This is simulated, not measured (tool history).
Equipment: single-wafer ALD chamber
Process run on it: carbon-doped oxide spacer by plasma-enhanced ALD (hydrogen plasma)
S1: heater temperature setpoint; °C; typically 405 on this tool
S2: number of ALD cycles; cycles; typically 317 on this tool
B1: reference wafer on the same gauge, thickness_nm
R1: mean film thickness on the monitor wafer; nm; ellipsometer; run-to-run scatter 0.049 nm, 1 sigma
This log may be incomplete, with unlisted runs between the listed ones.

run    hour   S1   S2      B1      R1
  1       0  405  317  14.306   15.16
  2      25  405  317  14.299  15.175
  3      58  405  317  14.315  15.225
  4      91  405  317  14.274   15.19
  5     116  405  317   14.29  15.143
  6   136.8  405  345  14.297   16.43
  7   169.5  405  345  14.305  16.566
  8   199.4  405  345  14.309  16.562
  9   231.2  405  317  14.306   15.26
 10   243.8  405  317    14.3  15.127
 11   260.1  405  317   14.31  15.254
 12     276  405  317  14.311  15.205
 13   300.7  405  317  14.321  15.121
 14     315  394  317  14.295  15.398
 15   350.5  394  317    14.3  15.366
 16   384.9  394  317   14.29  15.388
        414  -- thermocouple changed; heater temperature recalibrated
 17   414.5  405  317  14.305  15.101
 18   436.1  405  317  14.298  15.188
 19   450.8  397  304   14.31   14.82
 20   479.5  397  304  14.307  14.774
 21   503.9  401  281  14.291  13.562
      511.9  -- gauge calibrated
 22     536  419  288  14.305  13.184
 23   569.8  405  345  14.304  16.479
 24   602.4  405  336  14.292  16.046
 25   624.3  405  336   14.31  16.125
 26   649.3  405  295  14.296   14.15
 27   677.6  413  365  14.302  17.095
 28   701.9  400  263  14.298  12.785
 29   733.5  405  317   14.29  15.178
 30   749.8  419  300  14.314  13.741
 31   773.4  405  317  14.296  15.178
 32   808.1  405  317  14.291  15.211
 33   833.8  417  300  14.283   13.84
 34   859.8  405  346  14.292  16.556
 35   887.1  395  273  14.291  13.217
 36   917.9  405  317  14.305  15.155
 37   936.7  414  369  14.285  17.122
 38   968.1  415  270  14.298  12.548
 39   987.6  414  268  14.309  12.496
 40  1001.6  394  336  14.296  16.245

Below are 5 alternative next runs, each starting from the tool's condition after run 40. Predict each:
  A  1002.5  405  286   ?   ?
  B  1002.5  390  282   ?   ?
  C  1002.5  405  356   ?   ?
  D  1002.5  412  273   ?   ?
  E  1002.5  420  377   ?   ?

run      B1      R1
  A  14.324  13.752
  B  14.324  13.767
  C  14.324  17.118
  D  14.324  12.848
  E  14.324  17.302
The same runs, with their run-to-run variation unchanged, on a tool lacking any hidden condition would have given:
run      R1
  A  13.752
  B  13.767
  C  17.118
  D  12.848
  E  17.302
